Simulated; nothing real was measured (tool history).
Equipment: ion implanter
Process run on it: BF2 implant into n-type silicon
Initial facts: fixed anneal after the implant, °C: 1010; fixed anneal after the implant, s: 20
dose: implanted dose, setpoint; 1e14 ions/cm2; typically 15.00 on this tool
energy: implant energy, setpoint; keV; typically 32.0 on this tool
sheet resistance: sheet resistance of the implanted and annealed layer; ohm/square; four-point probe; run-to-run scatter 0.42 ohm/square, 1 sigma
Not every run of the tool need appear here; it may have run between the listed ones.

| run | hour | dose | energy | wafers since the last listed run | hours since the last dose calibration | hours since the extraction supply was calibrated | hours since the gauge calibration | read-back reference wafer on the same gauge, sheet resistance | sheet resistance |
|---|---|---|---|---|---|---|---|---|---|
| 1 | 0.0 | 15.00 | 32.0 | 0 | 393.4 | 2457.2 | 2034.0 | 106.28 | 123.41 |
| 2 | 105.8 | 15.00 | 32.0 | 2375 | 499.2 | 2563.0 | 2139.8 | 106.32 | 124.47 |
| 3 | 199.9 | 15.00 | 32.0 | 2112 | 593.3 | 2657.1 | 2233.9 | 106.10 | 123.49 |
| 4 | 245.4 | 15.00 | 32.0 | 1021 | 638.8 | 2702.6 | 2279.4 | 106.16 | 124.43 |
| 5 | 553.0 | 12.42 | 32.0 | 6906 | 946.4 | 3010.2 | 2587.0 | 105.81 | 129.38 |
| 6 | 609.9 | 12.42 | 32.0 | 1277 | 1003.3 | 3067.1 | 2643.9 | 105.84 | 129.85 |
| 7 | 692.4 | 15.00 | 32.0 | 1852 | 1085.8 | 3149.6 | 2726.4 | 105.68 | 122.52 |
| 8 | 843.4 | 15.00 | 32.0 | 3390 | 1236.8 | 3300.6 | 2877.4 | 105.61 | 123.83 |
| 9 | 924.5 | 15.00 | 32.0 | 1820 | 1317.9 | 3381.7 | 2958.5 | 105.56 | 122.89 |
| 10 | 1006.9 | 15.00 | 26.0 | 1850 | 1400.3 | 3464.1 | 3040.9 | 105.47 | 135.38 |
| 11 | 1110.3 | 15.00 | 26.0 | 2321 | 1503.7 | 3567.5 | 3144.3 | 105.30 | 135.83 |
| 12 | 1180.8 | 13.08 | 32.0 | 1582 | 1574.2 | 3638.0 | 3214.8 | 105.27 | 127.96 |
| 13 | 1272.2 | 13.08 | 32.0 | 2052 | 1665.6 | 3729.4 | 3306.2 | 105.19 | 127.08 |
| 14 | 1340.3 | 13.08 | 32.0 | 1529 | 1733.7 | 3797.5 | 3374.3 | 105.19 | 126.49 |
| 15 | 1436.3 | 15.00 | 32.0 | 2155 | 1829.7 | 3893.5 | 3470.3 | 105.10 | 121.76 |
|  | 1490.7 | Faraday cup replaced and dose calibrated |
| 16 | 1502.4 | 17.47 | 26.0 | 1304 | 11.7 | 3959.6 | 3536.4 | 105.03 | 131.13 |
|  | 1554.3 | extraction supply calibrated |
| 17 | 1556.3 | 12.36 | 22.0 | 1030 | 65.6 | 2.0 | 3590.3 | 104.98 | 150.74 |
| 18 | 1662.8 | 16.65 | 36.0 | 2391 | 172.1 | 108.5 | 3696.8 | 104.86 | 114.74 |
| 19 | 1738.3 | 15.00 | 32.0 | 1695 | 247.6 | 184.0 | 3772.3 | 104.91 | 122.24 |
| 20 | 1814.9 | 13.29 | 35.0 | 1719 | 324.2 | 260.6 | 3848.9 | 104.80 | 121.08 |
| 21 | 1890.5 | 13.08 | 32.0 | 1697 | 399.8 | 336.2 | 3924.5 | 104.68 | 126.16 |
|  | 1944.3 | gauge calibrated |
| 22 | 1958.7 | 12.79 | 38.0 | 1531 | 468.0 | 404.4 | 14.4 | 108.15 | 122.31 |
| 23 | 2009.9 | 17.37 | 32.0 | 1149 | 519.2 | 455.6 | 65.6 | 108.20 | 122.91 |
| 24 | 2078.7 | 11.25 | 39.5 | 1544 | 588.0 | 524.4 | 134.4 | 108.03 | 126.73 |
| 25 | 2155.5 | 15.00 | 32.0 | 1724 | 664.8 | 601.2 | 211.2 | 108.03 | 125.99 |
| 26 | 2236.2 | 15.00 | 32.0 | 1811 | 745.5 | 681.9 | 291.9 | 107.85 | 126.38 |
| 27 | 2308.0 | 18.62 | 22.5 | 1612 | 817.3 | 753.7 | 363.7 | 107.85 | 143.62 |
| 28 | 2435.8 | 13.28 | 23.5 | 2869 | 945.1 | 881.5 | 491.5 | 107.69 | 147.71 |
| 29 | 2531.3 | 16.70 | 26.0 | 2144 | 1040.6 | 977.0 | 587.0 | 107.72 | 135.73 |
| 30 | 2575.5 | 19.18 | 39.5 | 992 | 1084.8 | 1021.2 | 631.2 | 107.59 | 109.58 |
| 31 | 2632.2 | 17.83 | 32.0 | 1273 | 1141.5 | 1077.9 | 687.9 | 107.57 | 121.23 |
| 32 | 2701.6 | 11.02 | 32.0 | 1558 | 1210.9 | 1147.3 | 757.3 | 107.53 | 137.86 |
| 33 | 2760.5 | 17.10 | 35.5 | 1322 | 1269.8 | 1206.2 | 816.2 | 107.53 | 116.85 |
| 34 | 2810.9 | 11.62 | 25.5 | 1131 | 1320.2 | 1256.6 | 866.6 | 107.38 | 147.25 |
| 35 | 2888.8 | 15.00 | 32.0 | 1749 | 1398.1 | 1334.5 | 944.5 | 107.48 | 124.32 |
| 36 | 2977.3 | 15.00 | 32.0 | 1987 | 1486.6 | 1423.0 | 1033.0 | 107.25 | 124.91 |
| 37 | 3074.8 | 12.24 | 28.5 | 2189 | 1584.1 | 1520.5 | 1130.5 | 107.22 | 138.76 |
| 38 | 3162.2 | 17.32 | 32.0 | 1962 | 1671.5 | 1607.9 | 1217.9 | 107.02 | 122.05 |

3 ways to go on from here, each from the tool as it stands after run 38. What would each give?
| A | 3162.6 | 16.81 | 32.0 | 8 | 1671.9 | 1608.3 | 1218.3 | ? | ? |
| B | 3162.6 | 15.00 | 38.0 | 8 | 1671.9 | 1608.3 | 1218.3 | ? | ? |
| C | 3162.6 | 18.97 | 21.5 | 8 | 1671.9 | 1608.3 | 1218.3 | ? | ? |

| run | read-back reference wafer on the same gauge, sheet resistance | sheet resistance |
|---|---|---|
| A | 107.18 | 122.78 |
| B | 107.18 | 116.00 |
| C | 107.18 | 145.13 |
Take away the tool's hidden state, keep each run's random variation, and the runs would have read:
| run | sheet resistance |
|---|---|
| A | 123.81 |
| B | 116.97 |
| C | 146.35 |
